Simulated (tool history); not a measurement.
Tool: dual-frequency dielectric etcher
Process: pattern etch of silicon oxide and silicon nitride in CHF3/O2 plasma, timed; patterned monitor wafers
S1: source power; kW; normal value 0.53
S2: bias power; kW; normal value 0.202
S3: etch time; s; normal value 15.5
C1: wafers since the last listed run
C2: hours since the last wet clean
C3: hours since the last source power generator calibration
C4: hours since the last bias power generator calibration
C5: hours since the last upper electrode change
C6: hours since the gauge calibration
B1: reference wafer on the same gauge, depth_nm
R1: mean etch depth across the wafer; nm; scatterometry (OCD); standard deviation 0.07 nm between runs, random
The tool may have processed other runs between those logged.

run 1 hour=0 | S1=0.53 S2=0.202 S3=13.5 | C1=0 C2=427.3 C3=1786.3 C4=2624.3 C5=2445.5 C6=223.4 | B1=19.09 | R1=19.13
run 2 hour=35.8 | S1=0.53 S2=0.202 S3=13.5 | C1=448 C2=463.1 C3=1822.1 C4=2660.1 C5=2481.3 C6=259.2 | B1=19.09 | R1=19.1
run 3 hour=50.1 | S1=0.53 S2=0.202 S3=15.5 | C1=179 C2=477.4 C3=1836.4 C4=2674.4 C5=2495.6 C6=273.5 | B1=19.1 | R1=21.8
run 4 hour=84.4 | S1=0.53 S2=0.202 S3=15.5 | C1=429 C2=511.7 C3=1870.7 C4=2708.7 C5=2529.9 C6=307.8 | B1=19.13 | R1=21.97
-- hour=107.5 bias power generator calibrated
run 5 hour=116.3 | S1=0.53 S2=0.202 S3=15.5 | C1=349 C2=543.6 C3=1902.6 C4=8.8 C5=2561.8 C6=339.7 | B1=19.18 | R1=21.89
-- hour=144.6 wet clean of the chamber
run 6 hour=145.1 | S1=0.53 S2=0.202 S3=15.5 | C1=60 C2=0.5 C3=1931.4 C4=37.6 C5=2590.6 C6=368.5 | B1=19.19 | R1=22.1
-- hour=158.8 source power generator calibrated
run 7 hour=165.5 | S1=0.53 S2=0.213 S3=15.5 | C1=205 C2=20.9 C3=6.7 C4=58 C5=2611 C6=388.9 | B1=19.2 | R1=22.38
run 8 hour=191.4 | S1=0.53 S2=0.213 S3=15.5 | C1=324 C2=46.8 C3=32.6 C4=83.9 C5=2636.9 C6=414.8 | B1=19.24 | R1=22.36
run 9 hour=222.6 | S1=0.53 S2=0.202 S3=15.5 | C1=391 C2=78 C3=63.8 C4=115.1 C5=2668.1 C6=446 | B1=19.26 | R1=21.97
run 10 hour=256.4 | S1=0.53 S2=0.202 S3=15.5 | C1=423 C2=111.8 C3=97.6 C4=148.9 C5=2701.9 C6=479.8 | B1=19.31 | R1=22.23
run 11 hour=280.7 | S1=0.53 S2=0.189 S3=15.5 | C1=304 C2=136.1 C3=121.9 C4=173.2 C5=2726.2 C6=504.1 | B1=19.33 | R1=21.9
run 12 hour=301.2 | S1=0.61 S2=0.243 S3=17.5 | C1=256 C2=156.6 C3=142.4 C4=193.7 C5=2746.7 C6=524.6 | B1=19.36 | R1=28.28
run 13 hour=315.8 | S1=0.53 S2=0.202 S3=15.5 | C1=182 C2=171.2 C3=157 C4=208.3 C5=2761.3 C6=539.2 | B1=19.38 | R1=22.2
run 14 hour=338.9 | S1=0.62 S2=0.202 S3=15.5 | C1=289 C2=194.3 C3=180.1 C4=231.4 C5=2784.4 C6=562.3 | B1=19.41 | R1=24.25
run 15 hour=351.1 | S1=0.53 S2=0.202 S3=15.5 | C1=152 C2=206.5 C3=192.3 C4=243.6 C5=2796.6 C6=574.5 | B1=19.42 | R1=22.3
run 16 hour=365.9 | S1=0.53 S2=0.219 S3=14 | C1=185 C2=221.3 C3=207.1 C4=258.4 C5=2811.4 C6=589.3 | B1=19.45 | R1=20.65
run 17 hour=394.2 | S1=0.53 S2=0.202 S3=15.5 | C1=354 C2=249.6 C3=235.4 C4=286.7 C5=2839.7 C6=617.6 | B1=19.5 | R1=22.28
run 18 hour=428.9 | S1=0.53 S2=0.202 S3=13.5 | C1=434 C2=284.3 C3=270.1 C4=321.4 C5=2874.4 C6=652.3 | B1=19.55 | R1=19.52
-- hour=430.2 gauge calibrated
-- hour=463.9 upper electrode replaced
run 19 hour=464.4 | S1=0.53 S2=0.165 S3=15.5 | C1=144 C2=319.8 C3=305.6 C4=356.9 C5=0.5 C6=34.2 | B1=18.97 | R1=20.75
run 20 hour=486.8 | S1=0.53 S2=0.202 S3=17 | C1=280 C2=342.2 C3=328 C4=379.3 C5=22.9 C6=56.6 | B1=18.99 | R1=23.9
run 21 hour=519.6 | S1=0.6 S2=0.202 S3=15.5 | C1=411 C2=375 C3=360.8 C4=412.1 C5=55.7 C6=89.4 | B1=18.99 | R1=23.32
run 22 hour=540.1 | S1=0.53 S2=0.202 S3=15.5 | C1=256 C2=395.5 C3=381.3 C4=432.6 C5=76.2 C6=109.9 | B1=19.01 | R1=21.71
run 23 hour=560.1 | S1=0.53 S2=0.167 S3=17.5 | C1=250 C2=415.5 C3=401.3 C4=452.6 C5=96.2 C6=129.9 | B1=19 | R1=23.56
run 24 hour=593.9 | S1=0.53 S2=0.202 S3=15.5 | C1=423 C2=449.3 C3=435.1 C4=486.4 C5=130 C6=163.7 | B1=19.01 | R1=21.85
run 25 hour=619.3 | S1=0.44 S2=0.184 S3=18 | C1=318 C2=474.7 C3=460.5 C4=511.8 C5=155.4 C6=189.1 | B1=19.02 | R1=22.43
run 26 hour=635.4 | S1=0.53 S2=0.202 S3=19 | C1=201 C2=490.8 C3=476.6 C4=527.9 C5=171.5 C6=205.2 | B1=19.04 | R1=26.72
run 27 hour=648.4 | S1=0.53 S2=0.17 S3=13 | C1=162 C2=503.8 C3=489.6 C4=540.9 C5=184.5 C6=218.2 | B1=19.04 | R1=17.52
run 28 hour=680.9 | S1=0.53 S2=0.202 S3=15.5 | C1=407 C2=536.3 C3=522.1 C4=573.4 C5=217 C6=250.7 | B1=19.06 | R1=21.9
run 29 hour=714.7 | S1=0.53 S2=0.202 S3=15.5 | C1=423 C2=570.1 C3=555.9 C4=607.2 C5=250.8 C6=284.5 | B1=19.08 | R1=21.96

Here are 5 independent what-if runs from the current tool condition. What would each one return?
run A hour=715.1 | S1=0.53 S2=0.202 S3=15.5 | C1=5 C2=570.5 C3=556.3 C4=607.6 C5=251.2 C6=284.9 | B1=? | R1=?
run B hour=715.1 | S1=0.66 S2=0.241 S3=11 | C1=5 C2=570.5 C3=556.3 C4=607.6 C5=251.2 C6=284.9 | B1=? | R1=?
run C hour=715.1 | S1=0.45 S2=0.236 S3=15.5 | C1=5 C2=570.5 C3=556.3 C4=607.6 C5=251.2 C6=284.9 | B1=? | R1=?
run D hour=715.1 | S1=0.63 S2=0.185 S3=14 | C1=5 C2=570.5 C3=556.3 C4=607.6 C5=251.2 C6=284.9 | B1=? | R1=?
run E hour=715.1 | S1=0.4 S2=0.238 S3=17 | C1=5 C2=570.5 C3=556.3 C4=607.6 C5=251.2 C6=284.9 | B1=? | R1=?

run=A B1=19.08 R1=21.85
run=B B1=19.08 R1=18.15
run=C B1=19.08 R1=20.8
run=D B1=19.08 R1=21.13
run=E B1=19.08 R1=21.35
With no hidden state in the tool, these same runs would have given:
run=A R1=21.76
run=B R1=18.08
run=C R1=20.71
run=D R1=21.04
run=E R1=21.25
